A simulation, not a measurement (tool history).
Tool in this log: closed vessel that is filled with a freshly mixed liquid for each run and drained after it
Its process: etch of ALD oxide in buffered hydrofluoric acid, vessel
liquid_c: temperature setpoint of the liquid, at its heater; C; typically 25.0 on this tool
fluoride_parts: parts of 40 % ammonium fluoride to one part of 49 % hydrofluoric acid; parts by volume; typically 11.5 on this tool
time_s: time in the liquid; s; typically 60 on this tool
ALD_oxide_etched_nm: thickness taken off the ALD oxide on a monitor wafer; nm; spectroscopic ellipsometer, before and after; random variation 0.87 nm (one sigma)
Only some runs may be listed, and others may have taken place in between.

| run | hour | liquid_c | fluoride_parts | time_s | wafers since the last listed run | hours since the thermometer was replaced | hours since the hydrofluoric acid flow meter was replaced | hours since the gauge calibration | read-back film thickness of the ALD oxide reference wafer, read on the same gauge (nm) | ALD_oxide_etched_nm |
|---|---|---|---|---|---|---|---|---|---|---|
| 1 | 0.0 | 22.0 | 13.5 | 60 | 0 | 322.3 | 278.1 | 626.6 | 130.01 | 90.60 |
| 2 | 70.2 | 25.0 | 8.5 | 60 | 7192 | 392.5 | 348.3 | 696.8 | 130.01 | 163.32 |
| 3 | 133.4 | 25.0 | 8.5 | 60 | 6474 | 455.7 | 411.5 | 760.0 | 129.98 | 162.24 |
| 4 | 182.9 | 25.0 | 8.5 | 60 | 5071 | 505.2 | 461.0 | 809.5 | 129.97 | 161.87 |
| 5 | 269.9 | 25.0 | 11.5 | 60 | 8913 | 592.2 | 548.0 | 896.5 | 129.99 | 125.20 |
| 6 | 336.9 | 25.0 | 11.5 | 60 | 6864 | 659.2 | 615.0 | 963.5 | 130.00 | 122.00 |
|  | 384.5 | hydrofluoric acid flow meter replaced |
| 7 | 424.5 | 25.0 | 11.5 | 60 | 8872 | 746.8 | 40.0 | 1051.1 | 130.01 | 125.76 |
| 8 | 476.0 | 25.0 | 11.5 | 60 | 5276 | 798.3 | 91.5 | 1102.6 | 130.01 | 125.44 |
| 9 | 751.2 | 25.0 | 11.5 | 60 | 28194 | 1073.5 | 366.7 | 1377.8 | 130.00 | 122.66 |
|  | 752.2 | thermometer replaced |
| 10 | 814.1 | 25.0 | 11.5 | 60 | 6341 | 61.9 | 429.6 | 1440.7 | 130.03 | 127.15 |
| 11 | 872.5 | 25.0 | 9.0 | 60 | 5983 | 120.3 | 488.0 | 1499.1 | 130.04 | 155.45 |
| 12 | 916.6 | 25.0 | 11.5 | 60 | 4518 | 164.4 | 532.1 | 1543.2 | 129.99 | 125.49 |
| 13 | 976.1 | 25.0 | 11.5 | 60 | 6095 | 223.9 | 591.6 | 1602.7 | 129.98 | 126.13 |
| 14 | 1081.6 | 22.0 | 11.5 | 60 | 10808 | 329.4 | 697.1 | 1708.2 | 129.99 | 106.01 |
|  | 1118.0 | gauge calibrated |
| 15 | 1189.4 | 28.5 | 8.0 | 70 | 11044 | 437.2 | 804.9 | 71.4 | 130.01 | 240.77 |
|  | 1192.4 | hydrofluoric acid flow meter replaced |
| 16 | 1459.8 | 28.0 | 15.0 | 60 | 27600 | 707.6 | 267.4 | 341.8 | 130.01 | 113.84 |
| 17 | 1542.5 | 20.5 | 15.0 | 80 | 8472 | 790.3 | 350.1 | 424.5 | 129.99 | 100.72 |
| 18 | 1621.4 | 25.0 | 11.5 | 30 | 8083 | 869.2 | 429.0 | 503.4 | 130.04 | 61.99 |
| 19 | 1664.8 | 20.5 | 14.0 | 60 | 4446 | 912.6 | 472.4 | 546.8 | 130.01 | 79.66 |
| 20 | 1705.9 | 23.0 | 7.5 | 90 | 4210 | 953.7 | 513.5 | 587.9 | 129.96 | 247.68 |
| 21 | 1790.9 | 28.0 | 13.5 | 95 | 8708 | 1038.7 | 598.5 | 672.9 | 129.99 | 197.75 |

Forecast each of these 3 alternatives for the next run:
| A | 1791.6 | 25.0 | 11.5 | 90 | 71 | 1039.4 | 599.2 | 673.6 | ? | ? |
| B | 1791.6 | 21.5 | 8.0 | 50 | 71 | 1039.4 | 599.2 | 673.6 | ? | ? |
| C | 1791.6 | 28.0 | 11.5 | 50 | 71 | 1039.4 | 599.2 | 673.6 | ? | ? |

| run | read-back film thickness of the ALD oxide reference wafer, read on the same gauge (nm) | ALD_oxide_etched_nm |
|---|---|---|
| A | 129.99 | 183.34 |
| B | 129.99 | 116.60 |
| C | 129.99 | 119.72 |
Had the tool no hidden state, the same runs would have come out as:
| run | ALD_oxide_etched_nm |
|---|---|
| A | 193.48 |
| B | 123.45 |
| C | 126.27 |

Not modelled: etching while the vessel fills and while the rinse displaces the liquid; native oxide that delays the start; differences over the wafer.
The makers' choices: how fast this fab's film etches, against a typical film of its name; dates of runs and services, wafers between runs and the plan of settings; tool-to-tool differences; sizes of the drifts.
